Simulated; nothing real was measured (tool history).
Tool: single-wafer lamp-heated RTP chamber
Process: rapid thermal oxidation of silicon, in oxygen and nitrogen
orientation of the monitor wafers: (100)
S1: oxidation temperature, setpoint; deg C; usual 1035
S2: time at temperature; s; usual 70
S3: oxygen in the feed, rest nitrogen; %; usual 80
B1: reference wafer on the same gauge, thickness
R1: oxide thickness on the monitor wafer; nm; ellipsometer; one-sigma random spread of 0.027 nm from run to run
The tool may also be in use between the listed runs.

Run 1, hour 0.0: usual settings; B1 8.760. Result: R1 7.815 nm.
Run 2, hour 14.7: usual settings; B1 8.751. Result: R1 7.812 nm.
Run 3, hour 33.5: usual settings; B1 8.743. Result: R1 7.837 nm.
Run 4, hour 48.3: usual settings; B1 8.744. Result: R1 7.804 nm.
Run 5, hour 97.0: usual settings; B1 8.762. Result: R1 7.882 nm.
Run 6, hour 128.2: usual settings; B1 8.739. Result: R1 7.877 nm.
Run 7, hour 147.1: usual settings; B1 8.747. Result: R1 7.869 nm.
Run 8, hour 173.8: usual settings; B1 8.741. Result: R1 7.882 nm.
Run 9, hour 193.9: usual settings; B1 8.751. Result: R1 7.837 nm.
Run 10, hour 218.0: usual settings but S2 91 s; B1 8.758. Result: R1 8.884 nm.
Run 11, hour 234.2: usual settings but S2 91 s; B1 8.756. Result: R1 8.863 nm.
At hour 246.3: gauge calibrated.
Run 12, hour 266.1: usual settings; B1 8.759. Result: R1 7.906 nm.
At hour 282.2: oxygen flow controller replaced.
Run 13, hour 282.7: usual settings but S1 1021 deg C, S2 90 s, S3 52 %; B1 8.753. Result: R1 6.901 nm.
Run 14, hour 296.1: usual settings but S1 1005 deg C, S3 94 %; B1 8.751. Result: R1 6.760 nm.
Run 15, hour 323.8: usual settings but S1 1044 deg C, S2 105 s, S3 92 %; B1 8.759. Result: R1 10.632 nm.
At hour 356.6: pyrometer window cleaned and pyrometer calibrated.
Run 16, hour 358.5: usual settings but S1 1065 deg C, S2 57 s, S3 66 %; B1 8.755. Result: R1 8.172 nm.
Run 17, hour 385.1: usual settings but S1 1022 deg C, S3 60 %; B1 8.751. Result: R1 6.429 nm.
Run 18, hour 401.9: usual settings but S1 1013 deg C, S3 98 %; B1 8.754. Result: R1 7.216 nm.
Run 19, hour 431.7: usual settings but S1 1064 deg C, S2 44 s, S3 98 %; B1 8.752. Result: R1 8.360 nm.
Run 20, hour 456.5: usual settings but S3 98 %; B1 8.751. Result: R1 8.387 nm.
Run 21, hour 488.8: usual settings; B1 8.746. Result: R1 7.849 nm.
Run 22, hour 522.8: usual settings but S1 1045 deg C, S2 41 s, S3 68 %; B1 8.747. Result: R1 6.270 nm.
Run 23, hour 550.0: usual settings; B1 8.745. Result: R1 7.854 nm.

What would each run have given without the hidden state, its run-to-run variation left as it was?
Hidden state present: true wafer temperature minus pyrometer reading, K; deviation of the oxygen flow from its setpoint, %; gauge reads high (%).
run      R1
  1   7.794
  2   7.790
  3   7.814
  4   7.779
  5   7.848
  6   7.835
  7   7.821
  8   7.825
  9   7.773
 10   8.800
 11   8.770
 12   7.807
 13   6.806
 14   6.658
 15  10.455
 16   8.164
 17   6.421
 18   7.206
 19   8.347
 20   8.369
 21   7.825
 22   6.244
 23   7.811

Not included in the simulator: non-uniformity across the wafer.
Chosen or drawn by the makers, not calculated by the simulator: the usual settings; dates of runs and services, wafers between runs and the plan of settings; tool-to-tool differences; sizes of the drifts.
